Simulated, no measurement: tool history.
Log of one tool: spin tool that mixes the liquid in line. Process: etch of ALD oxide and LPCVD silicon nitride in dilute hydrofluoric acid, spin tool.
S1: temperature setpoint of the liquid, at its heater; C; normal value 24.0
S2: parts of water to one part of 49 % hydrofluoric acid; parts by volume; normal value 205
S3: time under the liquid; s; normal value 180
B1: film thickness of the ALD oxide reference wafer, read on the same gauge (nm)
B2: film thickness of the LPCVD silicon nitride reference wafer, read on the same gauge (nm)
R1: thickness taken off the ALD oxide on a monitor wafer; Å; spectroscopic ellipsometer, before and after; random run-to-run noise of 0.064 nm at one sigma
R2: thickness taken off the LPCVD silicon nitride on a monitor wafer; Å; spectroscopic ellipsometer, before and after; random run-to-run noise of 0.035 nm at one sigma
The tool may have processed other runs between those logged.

run,day,S1,S2,S3,B1,B2,R1,R2
1,0.000,24.0,205,180,110.00,39.960,67.2,3.78
2,0.400,24.0,205,180,109.94,39.999,67.8,3.86
# day 0.533: gauge calibrated
3,1.083,24.0,205,180,110.00,40.010,66.5,3.72
4,1.421,27.5,205,180,109.99,39.981,75.3,4.60
5,1.796,24.0,160,180,110.01,39.983,89.5,4.49
6,2.117,24.0,140,180,110.01,39.985,105.0,5.07
# day 2.304: hydrofluoric acid flow meter replaced, repeated, since the last time left the tool worse
7,2.371,26.5,130,180,109.98,39.982,155.1,8.05
8,2.788,24.0,160,180,110.04,39.986,109.2,6.19
9,3.233,24.0,275,225,110.02,40.008,70.1,4.45
10,3.850,24.0,245,95,110.02,40.018,34.3,2.12
11,4.538,20.0,205,180,110.00,40.019,70.3,3.44
12,5.042,24.0,205,180,109.98,40.024,80.7,4.47
13,5.325,26.5,240,180,109.96,39.995,72.7,4.38
14,5.692,24.0,205,180,110.01,39.966,79.7,3.81
# day 5.967: thermometer replaced
15,6.350,21.5,235,120,110.00,40.003,41.2,2.19
16,6.938,24.0,205,180,110.01,40.042,80.4,4.67
17,7.479,28.0,205,135,109.99,40.026,68.8,4.80
18,8.212,24.0,265,180,109.98,39.987,59.1,3.42
19,8.792,22.5,145,270,110.00,39.986,175.0,8.28
20,9.446,22.5,205,120,110.00,39.990,50.9,2.46
21,9.771,24.0,205,140,109.98,39.978,62.2,3.72
22,10.121,24.0,130,180,109.98,40.022,137.9,6.81
23,10.671,29.0,245,130,109.99,39.997,54.5,3.00
24,11.025,27.0,245,135,109.99,40.012,53.5,3.29
25,11.767,26.0,250,85,110.00,39.991,31.1,1.93
26,12.412,24.0,205,180,109.95,39.979,80.1,3.90

Forecast each of these 4 alternatives for the next run:
A,12.433,24.0,205,180,?,?,?,?
B,12.433,21.5,245,150,?,?,?,?
C,12.433,24.0,155,180,?,?,?,?
D,12.433,24.0,160,275,?,?,?,?

run,B1,B2,R1,R2
A,110.02,39.982,80.3,4.11
B,110.02,39.982,49.0,2.46
C,110.02,39.982,112.4,5.42
D,110.02,39.982,165.3,8.03
Take away the tool's hidden state, keep each run's random variation, and the runs would have read:
run,R1,R2
A,82.8,4.22
B,50.5,2.52
C,115.7,5.56
D,170.3,8.23
